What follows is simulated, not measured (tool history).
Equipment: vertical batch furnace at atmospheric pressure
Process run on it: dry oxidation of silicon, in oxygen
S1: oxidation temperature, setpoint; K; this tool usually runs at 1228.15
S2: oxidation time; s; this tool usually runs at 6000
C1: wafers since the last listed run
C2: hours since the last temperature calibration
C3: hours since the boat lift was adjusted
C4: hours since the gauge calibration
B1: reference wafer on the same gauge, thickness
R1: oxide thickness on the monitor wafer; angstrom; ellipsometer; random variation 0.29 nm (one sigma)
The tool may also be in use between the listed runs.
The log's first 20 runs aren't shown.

{"run": 21, "hour": 1744.4, "S1": 1228.15, "S2": 8940, "C1": 596, "C2": 4628, "C3": 2445.4, "C4": 4044.1, "B1": 53.48, "R1": 724.5}
{"hour": 1796.1, "done": "gauge calibrated"}
{"run": 22, "hour": 1815.4, "S1": 1228.15, "S2": 7050, "C1": 592, "C2": 4699, "C3": 2516.4, "C4": 19.3, "B1": 53.48, "R1": 614.4}
{"run": 23, "hour": 1900.5, "S1": 1228.15, "S2": 8880, "C1": 710, "C2": 4784.1, "C3": 2601.5, "C4": 104.4, "B1": 53.44, "R1": 729.4}
{"hour": 1976.4, "done": "thermocouples replaced and temperature profile calibrated"}
{"run": 24, "hour": 1976.9, "S1": 1241.15, "S2": 6000, "C1": 437, "C2": 0.5, "C3": 2677.9, "C4": 180.8, "B1": 53.54, "R1": 592.7}
{"run": 25, "hour": 2106.8, "S1": 1228.15, "S2": 6000, "C1": 1084, "C2": 130.4, "C3": 2807.8, "C4": 310.7, "B1": 53.52, "R1": 536.7}
{"run": 26, "hour": 2173.8, "S1": 1228.15, "S2": 7230, "C1": 559, "C2": 197.4, "C3": 2874.8, "C4": 377.7, "B1": 53.39, "R1": 609.1}
{"run": 27, "hour": 2233.2, "S1": 1252.15, "S2": 3330, "C1": 495, "C2": 256.8, "C3": 2934.2, "C4": 437.1, "B1": 53.54, "R1": 442.4}
{"hour": 2317.8, "done": "boat lift adjusted"}
{"run": 28, "hour": 2318.3, "S1": 1245.15, "S2": 6000, "C1": 510, "C2": 341.9, "C3": 0.5, "C4": 522.2, "B1": 53.54, "R1": 610.7}
{"run": 29, "hour": 2374.5, "S1": 1214.15, "S2": 4980, "C1": 469, "C2": 398.1, "C3": 56.7, "C4": 578.4, "B1": 53.46, "R1": 427.6}
{"run": 30, "hour": 2433.7, "S1": 1228.15, "S2": 6000, "C1": 494, "C2": 457.3, "C3": 115.9, "C4": 637.6, "B1": 53.46, "R1": 539}
{"run": 31, "hour": 2524.8, "S1": 1248.15, "S2": 8580, "C1": 760, "C2": 548.4, "C3": 207, "C4": 728.7, "B1": 53.38, "R1": 805.2}
{"run": 32, "hour": 2604.7, "S1": 1251.15, "S2": 4050, "C1": 667, "C2": 628.3, "C3": 286.9, "C4": 808.6, "B1": 53.5, "R1": 502.5}
{"run": 33, "hour": 2687.2, "S1": 1237.15, "S2": 4350, "C1": 688, "C2": 710.8, "C3": 369.4, "C4": 891.1, "B1": 53.56, "R1": 472.4}
{"run": 34, "hour": 2775.0, "S1": 1221.15, "S2": 4410, "C1": 733, "C2": 798.6, "C3": 457.2, "C4": 978.9, "B1": 53.55, "R1": 427}
{"run": 35, "hour": 2880.9, "S1": 1241.15, "S2": 7770, "C1": 884, "C2": 904.5, "C3": 563.1, "C4": 1084.8, "B1": 53.43, "R1": 716.4}
{"run": 36, "hour": 2933.4, "S1": 1228.15, "S2": 4620, "C1": 438, "C2": 957, "C3": 615.6, "C4": 1137.3, "B1": 53.59, "R1": 463.6}
{"run": 37, "hour": 3015.7, "S1": 1212.15, "S2": 7590, "C1": 687, "C2": 1039.3, "C3": 697.9, "C4": 1219.6, "B1": 53.62, "R1": 549.9}
{"run": 38, "hour": 3067.3, "S1": 1236.15, "S2": 7380, "C1": 430, "C2": 1090.9, "C3": 749.5, "C4": 1271.2, "B1": 53.38, "R1": 674.2}

5 options for the next run, each taken on its own from the tool as it stands now. Forecast them:
{"run": "A", "hour": 3073.2, "S1": 1228.15, "S2": 6000, "C1": 49, "C2": 1096.8, "C3": 755.4, "C4": 1277.1, "B1": "?", "R1": "?"}
{"run": "B", "hour": 3073.2, "S1": 1205.15, "S2": 8760, "C1": 49, "C2": 1096.8, "C3": 755.4, "C4": 1277.1, "B1": "?", "R1": "?"}
{"run": "C", "hour": 3073.2, "S1": 1236.15, "S2": 7770, "C1": 49, "C2": 1096.8, "C3": 755.4, "C4": 1277.1, "B1": "?", "R1": "?"}
{"run": "D", "hour": 3073.2, "S1": 1237.15, "S2": 7860, "C1": 49, "C2": 1096.8, "C3": 755.4, "C4": 1277.1, "B1": "?", "R1": "?"}
{"run": "E", "hour": 3073.2, "S1": 1246.15, "S2": 5130, "C1": 49, "C2": 1096.8, "C3": 755.4, "C4": 1277.1, "B1": "?", "R1": "?"}

run=A B1=53.5 R1=550.4
run=B B1=53.5 R1=573.6
run=C B1=53.5 R1=693.2
run=D B1=53.5 R1=703.5
run=E B1=53.5 R1=564.6
Without the tool's hidden state the same runs would have given:
run=A R1=535.6
run=B R1=555.4
run=C R1=676.9
run=D R1=687.2
run=E R1=552.1
